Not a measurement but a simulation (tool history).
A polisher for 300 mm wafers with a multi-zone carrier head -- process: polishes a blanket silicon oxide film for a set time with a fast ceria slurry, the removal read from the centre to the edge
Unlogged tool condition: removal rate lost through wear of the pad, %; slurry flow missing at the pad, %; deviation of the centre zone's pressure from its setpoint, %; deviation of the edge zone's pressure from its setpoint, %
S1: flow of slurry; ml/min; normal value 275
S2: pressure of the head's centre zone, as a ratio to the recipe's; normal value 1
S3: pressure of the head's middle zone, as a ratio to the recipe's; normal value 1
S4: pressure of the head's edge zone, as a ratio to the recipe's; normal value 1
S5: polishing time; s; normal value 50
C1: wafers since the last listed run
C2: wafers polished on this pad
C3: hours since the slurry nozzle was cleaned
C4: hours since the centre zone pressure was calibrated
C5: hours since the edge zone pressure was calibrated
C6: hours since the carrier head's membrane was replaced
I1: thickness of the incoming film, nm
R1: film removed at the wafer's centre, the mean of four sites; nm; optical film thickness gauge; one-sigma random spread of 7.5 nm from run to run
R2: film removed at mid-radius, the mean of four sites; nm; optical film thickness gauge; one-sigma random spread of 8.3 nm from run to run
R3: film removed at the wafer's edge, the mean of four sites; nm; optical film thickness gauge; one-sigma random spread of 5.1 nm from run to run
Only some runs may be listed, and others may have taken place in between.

run     day   S1    S2    S3    S4  S5    C1    C2     C3     C4      C5      C6      I1     R1     R2     R3
  1       0  275     1     1     1  50     0  1833  149.4  147.2  1127.7  1208.8  3284.1  576.7  571.3    570
      1.017  -- edge zone pressure recalibrated
  2   2.192  275     1     1     1  50   715  2549    202  199.8    28.2  1261.4  3270.9  555.7    554    571
  3   5.004  275  1.07  0.91     1  50   954  3504  269.5  267.3    95.7  1328.9  3385.1  602.1    542    570
  4   7.254  275     1     1     1  50   763  4267  323.5  321.3   149.7  1382.9  3342.4  553.3  551.1    560
  5  10.879  275     1     1     1  50  1230  5498  410.5  408.3   236.7  1469.9  3334.7  535.5  547.4  560.1
  6  12.592  275     1     1     1  55   581  6080  451.6  449.4   277.8    1511  3396.1  589.4  606.6  628.3
     14.154  -- worn pad replaced by a new one
  7  15.771  355   0.9  1.07  1.07  50  1022   548  527.9  525.7   354.1  1587.3  3372.2    487  607.9    591
     16.075  -- centre zone pressure recalibrated
  8  17.846  275     1  1.05     1  50   676  1224  577.7   42.5   403.9  1637.1  3280.8  558.3  575.1  562.3
  9  20.771  275     1  1.11     1  50   993  2217  647.9  112.7   474.1  1707.3  3306.4  568.3    609  559.7
 10  23.329  275     1     1     1  50   868  3086  709.3  174.1   535.5  1768.7  3359.4  560.9  552.9    551
 11  24.975  275     1  0.95     1  32   558  3645  748.8  213.6     575  1808.2    3330    356  336.5  359.6
     26.996  -- carrier head's membrane replaced by a new one
     27.846  -- slurry nozzle cleaned
 12  27.867  195     1  1.04     1  63   896  4541    0.5    283   644.4    20.9  3279.9    703  723.4  717.4
 13  30.262  275     1     1     1  50   813  5355     58  340.5   701.9    78.4  3336.4    584  588.4  577.4
     31.283  -- worn pad replaced by a new one
 14    33.5  275  0.94  0.97     1  50  1042   752  135.7  418.2   779.6   156.1  3351.6    526    542  572.3
 15  36.383  360     1  0.92     1  50   978  1731  204.9  487.4   848.8   225.3  3394.1  563.5  554.5  592.1
     37.267  -- centre zone pressure recalibrated
 16  38.304  275     1     1     1  33   623  2355    251   24.9   894.9   271.4  3278.3    378  377.2  374.1
 17   42.15  275     1  0.94  1.05  44  1305  3660  343.3  117.2   987.2   363.7  3351.1  502.5  473.7  512.5
     44.967  -- edge zone pressure recalibrated
 18  45.108  325  1.06  0.96     1  50   976  4636  414.3  188.2     3.4   434.7  3285.4  607.9  562.8  571.1
 19  46.775  275     1     1     1  50   565  5202  454.3  228.2    43.4   474.7  3306.2  557.3  560.8  559.8
 20  49.392  275     1     1     1  50   888  6091  517.1    291   106.2   537.5    3319  544.4  563.8  560.2
 21  51.225  275     1     1     1  36   622  6713  561.1    335   150.2   581.5  3305.9  394.9  407.8  402.4

5 ways to go on from here, each from the tool as it stands after run 21. What would each give?
  A  51.242  275     1     1    1  50   5  6719  561.5  335.4  150.6  581.9  3314.8   ?   ?   ?
  B  51.242  275     1   0.9    1  50   5  6719  561.5  335.4  150.6  581.9  3314.8   ?   ?   ?
  C  51.242  275  1.06  1.06  0.9  50   5  6719  561.5  335.4  150.6  581.9  3314.8   ?   ?   ?
  D  51.242  275     1  1.03    1  50   5  6719  561.5  335.4  150.6  581.9  3314.8   ?   ?   ?
  E  51.242  275  1.06     1    1  50   5  6719  561.5  335.4  150.6  581.9  3314.8   ?   ?   ?

run     R1     R2     R3
  A  546.9  559.1  565.6
  B  546.5    514  566.4
  C  580.3  586.1  537.9
  D    547  572.7  565.4
  E  580.1    559  565.6
Without the tool's unlogged condition, the same runs would have read:
run     R1     R2     R3
  A  591.8  583.7  584.2
  B  591.4  536.6    585
  C  627.9  611.8  555.6
  D    592  597.8    584
  E  627.6  583.5  584.2
